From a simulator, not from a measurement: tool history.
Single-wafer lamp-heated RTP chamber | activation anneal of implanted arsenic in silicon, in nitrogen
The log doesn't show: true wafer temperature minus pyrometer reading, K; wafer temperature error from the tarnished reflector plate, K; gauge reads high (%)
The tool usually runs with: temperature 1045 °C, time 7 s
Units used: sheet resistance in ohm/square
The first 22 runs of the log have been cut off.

run,hour,temperature,time,wafers since the last listed run,wafers since the last pyrometer calibration,wafers since the reflector plate was cleaned,hours since the gauge calibration,"read-back reference wafer on the same gauge, sheet resistance",sheet resistance
23,325.1,1045,7,123,457,3234,181.7,523.75,440.20
24,342.7,1030,8,248,706,3483,199.3,523.56,442.11
25,350.6,1045,7,111,818,3595,207.2,523.78,440.72
26,359.0,1054,3,118,937,3714,215.6,524.08,443.88
27,372.1,1022,10,185,1122,3899,228.7,524.23,441.95
28,384.2,1067,7,171,1293,4070,240.8,524.45,438.32
29,397.3,1045,7,185,1479,4256,253.9,524.72,441.72
30,405.7,1075,7,118,1597,4375,262.3,524.62,438.63
31,416.8,1045,7,157,1754,4532,273.4,524.60,441.45
32,431.8,1066,4,212,1966,4744,288.4,525.12,443.14
33,448.5,1045,10,236,2203,4980,305.1,525.07,441.64
34,463.6,1017,5,213,2416,5193,320.2,525.44,445.54
35,475.5,1017,6,168,2585,5362,332.1,525.59,445.70
36,485.5,1045,7,141,2726,5503,342.1,525.36,442.53

Here are 5 independent what-if runs from the current tool condition. What would each one return?
A,485.9,1045,3,5,2732,5509,342.5,?,?
B,485.9,1018,7,5,2732,5509,342.5,?,?
C,485.9,1072,10,5,2732,5509,342.5,?,?
D,485.9,1036,11,5,2732,5509,342.5,?,?
E,485.9,1015,9,5,2732,5509,342.5,?,?

run,"read-back reference wafer on the same gauge, sheet resistance",sheet resistance
A,525.79,446.98
B,525.79,445.92
C,525.79,438.35
D,525.79,442.50
E,525.79,445.21
The same runs, with their run-to-run variation unchanged, on a tool lacking any hidden condition would have given:
run,sheet resistance
A,442.96
B,441.91
C,434.41
D,438.52
E,441.22
